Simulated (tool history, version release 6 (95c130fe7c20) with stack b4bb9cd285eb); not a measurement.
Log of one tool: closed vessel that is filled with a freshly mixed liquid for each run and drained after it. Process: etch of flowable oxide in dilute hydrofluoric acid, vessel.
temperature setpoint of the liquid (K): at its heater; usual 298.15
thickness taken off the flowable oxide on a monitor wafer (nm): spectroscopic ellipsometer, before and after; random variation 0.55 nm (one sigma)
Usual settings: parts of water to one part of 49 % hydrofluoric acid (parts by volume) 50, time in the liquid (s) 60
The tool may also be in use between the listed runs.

run     day  temperature setpoint of the liquid (K)  parts of water to one part of 49 % hydrofluoric acid (parts by volume)  time in the liquid (s)  wafers since the last listed run  hours since the thermometer was replaced  hours since the hydrofluoric acid flow meter was replaced  hours since the gauge calibration  read-back film thickness of the flowable oxide reference wafer, read on the same gauge (nm)  thickness taken off the flowable oxide on a monitor wafer (nm)
  1       0                                  298.15                                                                      50                      60                                 0                                     826.5                                                      376.3                               44.6                                                                                       109.99                                                           67.85
  2   0.629                                  302.15                                                                      50                      60                              1542                                     841.6                                                      391.4                               59.7                                                                                       110.02                                                            79.8
  3   1.817                                  302.15                                                                      50                      60                              2911                                     870.1                                                      419.9                               88.2                                                                                       109.98                                                           79.93
  4   2.692                                  302.15                                                                      50                      60                              2145                                     891.1                                                      440.9                              109.2                                                                                       109.99                                                           79.15
  5   3.525                                  298.15                                                                      50                      60                              2043                                     911.1                                                      460.9                              129.2                                                                                       109.99                                                           67.94
  6   4.729                                  298.15                                                                      50                      60                              2952                                       940                                                      489.8                              158.1                                                                                       109.99                                                            66.9
  7   5.429                                  298.15                                                                      50                      60                              1716                                     956.8                                                      506.6                              174.9                                                                                       109.98                                                           67.54
  8   6.242                                  298.15                                                                      50                      60                              1992                                     976.3                                                      526.1                              194.4                                                                                       109.99                                                           68.18
  9   7.246                                  298.15                                                                      50                      60                              2461                                    1000.4                                                      550.2                              218.5                                                                                       109.98                                                           69.17
 10   8.417                                  294.15                                                                      50                      60                              2870                                    1028.5                                                      578.3                              246.6                                                                                       109.98                                                           57.53
 11   9.596                                  300.65                                                                      60                      85                              2891                                    1056.8                                                      606.6                              274.9                                                                                          110                                                           86.89
 12  10.204                                  298.15                                                                      50                      70                              1491                                    1071.4                                                      621.2                              289.5                                                                                          110                                                           78.69
     10.771  -- thermometer replaced
 13  11.029                                  295.15                                                                      40                      60                              1920                                       6.2                                                        641                              309.3                                                                                          110                                                            75.1
 14  11.725                                  300.15                                                                      50                      60                              1706                                      22.9                                                      657.7                                326                                                                                          110                                                           73.95
 15  13.017                                  298.15                                                                      40                      70                              3166                                      53.9                                                      688.7                                357                                                                                       109.99                                                           100.2
     14.054  -- hydrofluoric acid flow meter replaced
     16.442  -- gauge calibrated
 16  16.758                                  298.15                                                                      50                      60                              9071                                     143.7                                                       64.9                                7.6                                                                                       109.99                                                           68.25
 17  18.188                                  300.65                                                                      70                      70                              3503                                       178                                                       99.2                               41.9                                                                                       109.98                                                            61.3
 18  18.804                                  294.15                                                                      75                      60                              1511                                     192.8                                                        114                               56.7                                                                                       109.98                                                           37.61
 19  19.767                                  294.65                                                                      60                      60                              2359                                     215.9                                                      137.1                               79.8                                                                                       110.02                                                            48.6
 20  20.792                                  298.15                                                                      50                      60                              2513                                     240.5                                                      161.7                              104.4                                                                                       109.97                                                           67.22

Forecast each of these 5 alternatives for the next run:
  A  20.821                                  298.15                                                                      50                      40                                71                                     241.2                                                      162.4                              105.1                                                                                            ?                                                               ?
  B  20.821                                  294.65                                                                      50                      35                                71                                     241.2                                                      162.4                              105.1                                                                                            ?                                                               ?
  C  20.821                                  298.15                                                                      65                      30                                71                                     241.2                                                      162.4                              105.1                                                                                            ?                                                               ?
  D  20.821                                  300.15                                                                      35                      75                                71                                     241.2                                                      162.4                              105.1                                                                                            ?                                                               ?
  E  20.821                                  298.15                                                                      40                      75                                71                                     241.2                                                      162.4                              105.1                                                                                            ?                                                               ?

run  read-back film thickness of the flowable oxide reference wafer, read on the same gauge (nm)  thickness taken off the flowable oxide on a monitor wafer (nm)
  A                                                                                       110.02                                                           45.38
  B                                                                                       110.02                                                           34.35
  C                                                                                       110.02                                                           25.66
  D                                                                                       110.02                                                          134.69
  E                                                                                       110.02                                                          107.82
Without the tool's hidden state the same runs would have given:
run  thickness taken off the flowable oxide on a monitor wafer (nm)
  A                                                           45.38
  B                                                           34.35
  C                                                           25.66
  D                                                          134.69
  E                                                          107.82
